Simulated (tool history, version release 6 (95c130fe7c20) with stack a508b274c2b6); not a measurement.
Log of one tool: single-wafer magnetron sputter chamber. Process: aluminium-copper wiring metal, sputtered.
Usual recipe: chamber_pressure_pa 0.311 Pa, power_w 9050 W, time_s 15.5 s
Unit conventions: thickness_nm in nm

| run | day | chamber_pressure_pa | power_w | time_s | wafers since the last listed run | wafers on the sputter target | hours since the last manometer calibration | hours since the magnet pack was replaced | hours since the gauge calibration | read-back reference wafer on the same gauge, thickness_nm | thickness_nm |
|---|---|---|---|---|---|---|---|---|---|---|---|
| 1 | 0.000 | 0.311 | 9550 | 15.5 | 0 | 6474 | 306.9 | 7779.0 | 1344.3 | 231.128 | 271.829 |
| 2 | 2.629 | 0.311 | 9550 | 15.5 | 1726 | 8200 | 370.0 | 7842.1 | 1407.4 | 230.950 | 271.965 |
| 3 | 6.862 | 0.394 | 9050 | 15.5 | 2779 | 10980 | 471.6 | 7943.7 | 1509.0 | 231.139 | 246.906 |
| 4 | 9.662 | 0.394 | 9050 | 15.5 | 1838 | 12818 | 538.8 | 8010.9 | 1576.2 | 231.132 | 244.494 |
| 5 | 13.083 | 0.371 | 9050 | 14.6 | 2245 | 15064 | 620.9 | 8093.0 | 1658.3 | 230.991 | 232.047 |
|  | 15.288 | sputter target and shields replaced |
| 6 | 16.779 | 0.371 | 9050 | 14.6 | 2207 | 980 | 709.6 | 8181.7 | 1747.0 | 230.966 | 237.051 |
| 7 | 20.867 | 0.395 | 9050 | 15.5 | 2683 | 3664 | 807.7 | 8279.8 | 1845.1 | 230.986 | 248.255 |
| 8 | 24.800 | 0.311 | 9050 | 14.7 | 2582 | 6246 | 902.1 | 8374.2 | 1939.5 | 231.301 | 244.440 |
| 9 | 27.275 | 0.311 | 7250 | 15.5 | 1624 | 7871 | 961.5 | 8433.6 | 1998.9 | 230.972 | 211.666 |
| 10 | 30.575 | 0.311 | 7250 | 15.5 | 2166 | 10037 | 1040.7 | 8512.8 | 2078.1 | 230.687 | 211.624 |
|  | 31.812 | gauge calibrated |
| 11 | 33.242 | 0.311 | 7500 | 15.5 | 1750 | 11788 | 1104.7 | 8576.8 | 34.3 | 230.972 | 216.748 |
| 12 | 36.392 | 0.311 | 7500 | 15.5 | 2067 | 13856 | 1180.3 | 8652.4 | 109.9 | 231.239 | 215.938 |
| 13 | 38.071 | 0.271 | 9050 | 15.5 | 1102 | 14958 | 1220.6 | 8692.7 | 150.2 | 231.009 | 258.972 |
| 14 | 41.454 | 0.271 | 9050 | 15.5 | 2221 | 17179 | 1301.8 | 8773.9 | 231.4 | 230.859 | 257.549 |
| 15 | 45.088 | 0.311 | 10350 | 14.0 | 2385 | 19565 | 1389.0 | 8861.1 | 318.6 | 231.017 | 254.059 |
|  | 45.700 | sputter target and shields replaced |
| 16 | 47.888 | 0.311 | 10950 | 15.5 | 1619 | 1437 | 1456.2 | 8928.3 | 385.8 | 231.139 | 303.656 |
| 17 | 49.821 | 0.311 | 9950 | 14.0 | 1269 | 2706 | 1502.6 | 8974.7 | 432.2 | 231.025 | 250.607 |
| 18 | 53.888 | 0.311 | 9800 | 16.7 | 2669 | 5376 | 1600.2 | 9072.3 | 529.8 | 231.182 | 294.611 |
|  | 55.433 | magnet pack replaced |
| 19 | 57.271 | 0.356 | 9050 | 15.5 | 2002 | 7378 | 1681.4 | 44.1 | 611.0 | 230.876 | 249.446 |
| 20 | 60.383 | 0.222 | 10700 | 13.2 | 2043 | 9421 | 1756.1 | 118.8 | 685.7 | 230.892 | 262.342 |
|  | 62.542 | capacitance manometer re-zeroed and calibrated |
| 21 | 64.850 | 0.359 | 9050 | 13.9 | 2713 | 12135 | 55.4 | 226.0 | 792.9 | 230.860 | 228.075 |
| 22 | 69.054 | 0.311 | 9900 | 12.6 | 2760 | 14895 | 156.3 | 326.9 | 893.8 | 230.841 | 226.473 |
| 23 | 70.996 | 0.311 | 7500 | 15.5 | 1274 | 16170 | 202.9 | 373.5 | 940.4 | 230.998 | 218.986 |
|  | 73.979 | sputter target and shields replaced |
| 24 | 74.171 | 0.311 | 9050 | 15.5 | 1865 | 125 | 279.1 | 449.7 | 1016.6 | 230.561 | 263.394 |
| 25 | 82.842 | 0.212 | 7200 | 18.5 | 5692 | 5818 | 487.2 | 657.8 | 1224.7 | 230.606 | 270.677 |
| 26 | 85.629 | 0.311 | 6900 | 15.5 | 1830 | 7648 | 554.1 | 724.7 | 1291.6 | 230.940 | 206.801 |
| 27 | 89.562 | 0.361 | 7150 | 13.0 | 2582 | 10230 | 648.5 | 819.1 | 1386.0 | 231.047 | 172.341 |
| 28 | 91.958 | 0.311 | 9050 | 16.3 | 1572 | 11803 | 706.0 | 876.6 | 1443.5 | 231.202 | 273.072 |
| 29 | 94.542 | 0.311 | 9050 | 15.5 | 1695 | 13499 | 768.0 | 938.6 | 1505.5 | 230.990 | 258.304 |
| 30 | 96.821 | 0.311 | 9550 | 15.5 | 1496 | 14995 | 822.7 | 993.3 | 1560.2 | 231.170 | 268.163 |
|  | 98.692 | sputter target and shields replaced |
| 31 | 99.333 | 0.354 | 9050 | 15.5 | 1430 | 420 | 883.0 | 1053.6 | 1620.5 | 230.866 | 254.766 |
| 32 | 100.992 | 0.311 | 9050 | 15.5 | 1088 | 1508 | 922.8 | 1093.4 | 1660.3 | 230.971 | 259.974 |
| 33 | 102.942 | 0.311 | 8350 | 15.5 | 1280 | 2789 | 969.6 | 1140.2 | 1707.1 | 230.739 | 241.015 |
| 34 | 105.812 | 0.311 | 10600 | 15.5 | 1884 | 4673 | 1038.5 | 1209.1 | 1776.0 | 231.047 | 297.037 |
| 35 | 108.846 | 0.311 | 9050 | 15.5 | 1991 | 6665 | 1111.3 | 1281.9 | 1848.8 | 231.048 | 257.587 |

Across each entry between runs, compare the hidden state at the last listed run before it with the hidden state at the first listed run after it:
After run 5, before run 6: sputter target and shields replaced (day 15.288)
  deposition rate above that of a new target (%): -2.61 -> -0.554; true argon pressure above the setpoint (%): 7.65 -> 8.5
  measured value less the no-hidden-state value, thickness_nm: -9.660 -> -5.140 nm
After run 10, before run 11: gauge calibrated (day 31.812)
  deposition rate above that of a new target (%): -1.87 -> -2.13; true argon pressure above the setpoint (%): 11.6 -> 12.3
  measured value less the no-hidden-state value, thickness_nm: -8.081 -> -9.080 nm
After run 15, before run 16: sputter target and shields replaced (day 45.700)
  deposition rate above that of a new target (%): -3.26 -> -0.24; true argon pressure above the setpoint (%): 15 -> 15.6
  measured value less the no-hidden-state value, thickness_nm: -14.893 -> -8.385 nm
After run 18, before run 19: magnet pack replaced (day 55.433)
  deposition rate above that of a new target (%): -0.813 -> -1.14; true argon pressure above the setpoint (%): 17 -> 17.7
  measured value less the no-hidden-state value, thickness_nm: -10.546 -> -11.040 nm
After run 20, before run 21: capacitance manometer re-zeroed and calibrated (day 62.542)
  deposition rate above that of a new target (%): -1.43 -> -1.86; true argon pressure above the setpoint (%): 18.5 -> -0.664
  measured value less the no-hidden-state value, thickness_nm: -9.637 -> -4.043 nm
After run 23, before run 24: sputter target and shields replaced (day 73.979)
  deposition rate above that of a new target (%): -2.45 -> -0.178; true argon pressure above the setpoint (%): 0.739 -> 1.46
  measured value less the no-hidden-state value, thickness_nm: -5.761 -> -1.089 nm
After run 30, before run 31: sputter target and shields replaced (day 98.692)
  deposition rate above that of a new target (%): -2.34 -> -0.542; true argon pressure above the setpoint (%): 6.64 -> 7.21
  measured value less the no-hidden-state value, thickness_nm: -9.358 -> -4.721 nm

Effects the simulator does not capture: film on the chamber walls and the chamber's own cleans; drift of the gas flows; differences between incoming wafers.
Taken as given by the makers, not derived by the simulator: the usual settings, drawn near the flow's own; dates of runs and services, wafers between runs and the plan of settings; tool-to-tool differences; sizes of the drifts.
